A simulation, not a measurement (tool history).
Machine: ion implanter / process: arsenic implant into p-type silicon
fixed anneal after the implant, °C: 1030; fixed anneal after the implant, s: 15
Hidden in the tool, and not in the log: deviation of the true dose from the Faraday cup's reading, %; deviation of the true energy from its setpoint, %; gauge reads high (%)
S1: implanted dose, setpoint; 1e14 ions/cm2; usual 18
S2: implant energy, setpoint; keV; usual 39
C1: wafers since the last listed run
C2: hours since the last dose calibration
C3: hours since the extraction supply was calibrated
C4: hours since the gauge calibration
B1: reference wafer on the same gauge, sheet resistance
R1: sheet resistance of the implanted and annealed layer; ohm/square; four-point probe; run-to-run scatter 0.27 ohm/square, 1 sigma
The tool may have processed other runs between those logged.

run 1 hour=0 | S1=14.85 S2=32 | C1=0 C2=680.7 C3=5090.5 C4=1320.2 | B1=89.58 | R1=100.99
-- hour=87.8 Faraday cup replaced and dose calibrated
run 2 hour=107.9 | S1=14.85 S2=32 | C1=2185 C2=20.1 C3=5198.4 C4=1428.1 | B1=89.53 | R1=99.99
run 3 hour=169.5 | S1=18 S2=34 | C1=1347 C2=81.7 C3=5260 C4=1489.7 | B1=89.57 | R1=90.08
run 4 hour=233.6 | S1=18 S2=34 | C1=1402 C2=145.8 C3=5324.1 C4=1553.8 | B1=89.65 | R1=90.28
run 5 hour=317.9 | S1=18 S2=49 | C1=1844 C2=230.1 C3=5408.4 C4=1638.1 | B1=89.64 | R1=80.12
run 6 hour=355.5 | S1=18 S2=39 | C1=822 C2=267.7 C3=5446 C4=1675.7 | B1=89.52 | R1=86.28
run 7 hour=436.4 | S1=21.83 S2=39 | C1=1770 C2=348.6 C3=5526.9 C4=1756.6 | B1=89.61 | R1=80.26
run 8 hour=516.2 | S1=21.83 S2=39 | C1=1746 C2=428.4 C3=5606.7 C4=1836.4 | B1=89.63 | R1=80.66
run 9 hour=568.6 | S1=18 S2=39 | C1=1146 C2=480.8 C3=5659.1 C4=1888.8 | B1=89.67 | R1=87.15
run 10 hour=638.2 | S1=18 S2=39 | C1=1522 C2=550.4 C3=5728.7 C4=1958.4 | B1=89.48 | R1=87.19
run 11 hour=705.5 | S1=18 S2=39 | C1=1472 C2=617.7 C3=5796 C4=2025.7 | B1=89.55 | R1=87.93
-- hour=868 gauge calibrated
-- hour=937.2 Faraday cup replaced and dose calibrated
run 12 hour=1000.6 | S1=18 S2=39 | C1=6281 C2=63.4 C3=6091.1 C4=132.6 | B1=89.54 | R1=86.72
-- hour=1012.5 extraction supply calibrated
run 13 hour=1075.1 | S1=18 S2=39 | C1=1455 C2=137.9 C3=62.6 C4=207.1 | B1=89.69 | R1=86.47
run 14 hour=1170.3 | S1=18 S2=34 | C1=2083 C2=233.1 C3=157.8 C4=302.3 | B1=89.68 | R1=90.28
run 15 hour=1253.1 | S1=13.31 S2=39 | C1=1811 C2=315.9 C3=240.6 C4=385.1 | B1=89.58 | R1=100.58
run 16 hour=1527.6 | S1=21.27 S2=48 | C1=6006 C2=590.4 C3=515.1 C4=659.6 | B1=89.55 | R1=75.94
run 17 hour=1597.6 | S1=22.63 S2=39 | C1=1531 C2=660.4 C3=585.1 C4=729.6 | B1=89.65 | R1=80.24
run 18 hour=1672 | S1=19.93 S2=31 | C1=1627 C2=734.8 C3=659.5 C4=804 | B1=89.64 | R1=90.51
-- hour=1714 Faraday cup replaced and dose calibrated
run 19 hour=1730.2 | S1=18 S2=39 | C1=1098 C2=16.2 C3=717.7 C4=862.2 | B1=89.6 | R1=86.26
run 20 hour=1817.8 | S1=21.53 S2=26.5 | C1=1916 C2=103.8 C3=805.3 C4=949.8 | B1=89.63 | R1=92.45
run 21 hour=1871.5 | S1=22.51 S2=34 | C1=1174 C2=157.5 C3=859 C4=1003.5 | B1=89.69 | R1=84.14
run 22 hour=1955.9 | S1=18 S2=39 | C1=1846 C2=241.9 C3=943.4 C4=1087.9 | B1=89.63 | R1=86.55
run 23 hour=1995.3 | S1=18 S2=39 | C1=862 C2=281.3 C3=982.8 C4=1127.3 | B1=89.61 | R1=86.78
run 24 hour=2033.2 | S1=16.23 S2=42.5 | C1=829 C2=319.2 C3=1020.7 C4=1165.2 | B1=89.6 | R1=89.17
run 25 hour=2139 | S1=16.53 S2=45.5 | C1=2314 C2=425 C3=1126.5 C4=1271 | B1=89.63 | R1=86.06
run 26 hour=2193.3 | S1=18 S2=35 | C1=1188 C2=479.3 C3=1180.8 C4=1325.3 | B1=89.54 | R1=90.11

Here are 3 independent what-if runs from the current tool condition. What would each one return?
run A hour=2193.7 | S1=21.52 S2=39 | C1=8 C2=479.7 C3=1181.2 C4=1325.7 | B1=? | R1=?
run B hour=2193.7 | S1=12.77 S2=30 | C1=8 C2=479.7 C3=1181.2 C4=1325.7 | B1=? | R1=?
run C hour=2193.7 | S1=12.73 S2=52 | C1=8 C2=479.7 C3=1181.2 C4=1325.7 | B1=? | R1=?

run=A B1=89.55 R1=81.13
run=B B1=89.55 R1=109.76
run=C B1=89.55 R1=97.29
Without the tool's unlogged condition, the same runs would have read:
run=A R1=80.59
run=B R1=108.68
run=C R1=96.12
